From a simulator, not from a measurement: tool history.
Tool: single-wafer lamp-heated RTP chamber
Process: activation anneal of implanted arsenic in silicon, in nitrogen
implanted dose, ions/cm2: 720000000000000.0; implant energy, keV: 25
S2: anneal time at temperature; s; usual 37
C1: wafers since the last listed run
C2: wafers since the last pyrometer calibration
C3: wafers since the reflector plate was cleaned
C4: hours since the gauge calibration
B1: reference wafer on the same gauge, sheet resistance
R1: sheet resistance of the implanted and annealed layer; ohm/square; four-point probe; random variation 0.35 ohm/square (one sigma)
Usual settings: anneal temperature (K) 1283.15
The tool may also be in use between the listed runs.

run 1 hour=0 | anneal_temperature_(K)=1283.15 S2=37 | C1=0 C2=375 C3=6014 C4=1171.5 | B1=162.06 | R1=149.43
run 2 hour=98.2 | anneal_temperature_(K)=1283.15 S2=37 | C1=1437 C2=1813 C3=7451 C4=1269.7 | B1=161.86 | R1=149.99
-- hour=186.2 reflector plate cleaned
run 3 hour=186.7 | anneal_temperature_(K)=1283.15 S2=54 | C1=1178 C2=2991 C3=7 C4=1358.2 | B1=162.02 | R1=147.79
run 4 hour=261 | anneal_temperature_(K)=1283.15 S2=37 | C1=1087 C2=4079 C3=1094 C4=1432.5 | B1=161.78 | R1=150.24
run 5 hour=349.2 | anneal_temperature_(K)=1305.15 S2=37 | C1=1291 C2=5370 C3=2386 C4=1520.7 | B1=162.14 | R1=146.63
-- hour=600 pyrometer window cleaned and pyrometer calibrated
run 6 hour=656.8 | anneal_temperature_(K)=1305.15 S2=37 | C1=4386 C2=832 C3=6772 C4=1828.3 | B1=161.9 | R1=146.18
run 7 hour=764.5 | anneal_temperature_(K)=1305.15 S2=37 | C1=1576 C2=2408 C3=8348 C4=1936 | B1=161.73 | R1=145.77
run 8 hour=810.6 | anneal_temperature_(K)=1283.15 S2=37 | C1=674 C2=3083 C3=9023 C4=1982.1 | B1=162.1 | R1=148.55
run 9 hour=849.3 | anneal_temperature_(K)=1283.15 S2=37 | C1=566 C2=3650 C3=9590 C4=2020.8 | B1=162.17 | R1=148.73
run 10 hour=917.5 | anneal_temperature_(K)=1283.15 S2=37 | C1=998 C2=4648 C3=10588 C4=2089 | B1=162.07 | R1=148.55
-- hour=965 reflector plate cleaned
run 11 hour=986.1 | anneal_temperature_(K)=1291.15 S2=37 | C1=887 C2=5535 C3=309 C4=2157.6 | B1=161.92 | R1=148.62
run 12 hour=1022.6 | anneal_temperature_(K)=1283.15 S2=37 | C1=534 C2=6070 C3=843 C4=2194.1 | B1=162.18 | R1=149.44
-- hour=1282.4 pyrometer window cleaned and pyrometer calibrated
run 13 hour=1324.4 | anneal_temperature_(K)=1283.15 S2=37 | C1=4301 C2=614 C3=5144 C4=2495.9 | B1=161.9 | R1=149.76
run 14 hour=1424.7 | anneal_temperature_(K)=1283.15 S2=37 | C1=1468 C2=2082 C3=6613 C4=2596.2 | B1=162.03 | R1=148.82
run 15 hour=1529.4 | anneal_temperature_(K)=1283.15 S2=22 | C1=1532 C2=3615 C3=8145 C4=2700.9 | B1=161.9 | R1=152.6
run 16 hour=1597 | anneal_temperature_(K)=1283.15 S2=22 | C1=989 C2=4605 C3=9135 C4=2768.5 | B1=161.99 | R1=151.56
-- hour=1676.7 reflector plate cleaned
run 17 hour=1701 | anneal_temperature_(K)=1271.15 S2=45 | C1=1405 C2=6010 C3=356 C4=2872.5 | B1=161.98 | R1=150.15
run 18 hour=1743.8 | anneal_temperature_(K)=1283.15 S2=37 | C1=626 C2=6637 C3=982 C4=2915.3 | B1=161.93 | R1=149.34
run 19 hour=1793.6 | anneal_temperature_(K)=1283.15 S2=37 | C1=729 C2=7366 C3=1711 C4=2965.1 | B1=161.92 | R1=149.89
-- hour=1886.6 pyrometer window cleaned and pyrometer calibrated
run 20 hour=1899 | anneal_temperature_(K)=1283.15 S2=37 | C1=1425 C2=181 C3=3137 C4=3070.5 | B1=162.01 | R1=149.88
run 21 hour=1994.1 | anneal_temperature_(K)=1296.15 S2=20 | C1=1392 C2=1574 C3=4529 C4=3165.6 | B1=161.91 | R1=151.59
run 22 hour=2046.9 | anneal_temperature_(K)=1283.15 S2=37 | C1=772 C2=2347 C3=5302 C4=3218.4 | B1=162.11 | R1=149.27
run 23 hour=2116.5 | anneal_temperature_(K)=1254.15 S2=16 | C1=1018 C2=3365 C3=6321 C4=3288 | B1=162.03 | R1=158.48
-- hour=2304.1 gauge calibrated
-- hour=2357.6 reflector plate cleaned
run 24 hour=2397.6 | anneal_temperature_(K)=1256.15 S2=58 | C1=3998 C2=7364 C3=585 C4=93.5 | B1=162.16 | R1=150.73
run 25 hour=2454 | anneal_temperature_(K)=1303.15 S2=26 | C1=825 C2=8189 C3=1411 C4=149.9 | B1=162.02 | R1=148.77
run 26 hour=2512 | anneal_temperature_(K)=1296.15 S2=20 | C1=849 C2=9038 C3=2260 C4=207.9 | B1=161.91 | R1=151.82
run 27 hour=2560.6 | anneal_temperature_(K)=1283.15 S2=17 | C1=711 C2=9750 C3=2972 C4=256.5 | B1=162 | R1=154.47
-- hour=2607.7 pyrometer window cleaned and pyrometer calibrated
run 28 hour=2616.3 | anneal_temperature_(K)=1291.15 S2=44 | C1=698 C2=126 C3=3670 C4=312.2 | B1=162.07 | R1=147.9
run 29 hour=2682.8 | anneal_temperature_(K)=1283.15 S2=37 | C1=973 C2=1099 C3=4644 C4=378.7 | B1=161.94 | R1=149.22
run 30 hour=2776.1 | anneal_temperature_(K)=1283.15 S2=24 | C1=1365 C2=2465 C3=6009 C4=472 | B1=162.02 | R1=151.27
run 31 hour=2830.6 | anneal_temperature_(K)=1283.15 S2=37 | C1=797 C2=3263 C3=6807 C4=526.5 | B1=162.11 | R1=149.61
run 32 hour=2911.4 | anneal_temperature_(K)=1293.15 S2=29 | C1=1182 C2=4446 C3=7990 C4=607.3 | B1=162.05 | R1=149.04
run 33 hour=2968.2 | anneal_temperature_(K)=1283.15 S2=31 | C1=831 C2=5278 C3=8822 C4=664.1 | B1=161.86 | R1=150.03
-- hour=3026.5 reflector plate cleaned
run 34 hour=3076 | anneal_temperature_(K)=1266.15 S2=37 | C1=1461 C2=6739 C3=724 C4=771.9 | B1=162.01 | R1=152.38
run 35 hour=3179.1 | anneal_temperature_(K)=1292.15 S2=29 | C1=1509 C2=8248 C3=2233 C4=875 | B1=162.04 | R1=149.92
run 36 hour=3254.4 | anneal_temperature_(K)=1303.15 S2=19 | C1=1102 C2=9350 C3=3336 C4=950.3 | B1=161.98 | R1=151.04
-- hour=3331.4 pyrometer window cleaned and pyrometer calibrated
run 37 hour=3346.2 | anneal_temperature_(K)=1313.15 S2=48 | C1=1226 C2=217 C3=4563 C4=1042.1 | B1=162.05 | R1=143.6

What the log doesn't show, run by run:
true wafer temperature minus pyrometer reading, K: 0 in every run
gauge reads high (%): 0 in every run
H1: wafer temperature error from the tarnished reflector plate, K
run=1 H1=3.13
run=2 H1=4.66
run=3 H1=0.555
run=4 H1=0.649
run=5 H1=0.998
run=6 H1=4.24
run=7 H1=6.12
run=8 H1=7.04
run=9 H1=7.87
run=10 H1=9.46
run=11 H1=0.34
run=12 H1=0.388
run=13 H1=2.48
run=14 H1=3.85
run=15 H1=5.64
run=16 H1=6.98
run=17 H1=0.655
run=18 H1=0.72
run=19 H1=0.872
run=20 H1=1.47
run=21 H1=2.32
run=22 H1=2.93
run=23 H1=3.86
run=24 H1=0.171
run=25 H1=0.299
run=26 H1=0.541
run=27 H1=0.83
run=28 H1=1.26
run=29 H1=1.9
run=30 H1=3.06
run=31 H1=3.87
run=32 H1=5.25
run=33 H1=6.35
run=34 H1=0.117
run=35 H1=0.464
run=36 H1=0.941
run=37 H1=1.78

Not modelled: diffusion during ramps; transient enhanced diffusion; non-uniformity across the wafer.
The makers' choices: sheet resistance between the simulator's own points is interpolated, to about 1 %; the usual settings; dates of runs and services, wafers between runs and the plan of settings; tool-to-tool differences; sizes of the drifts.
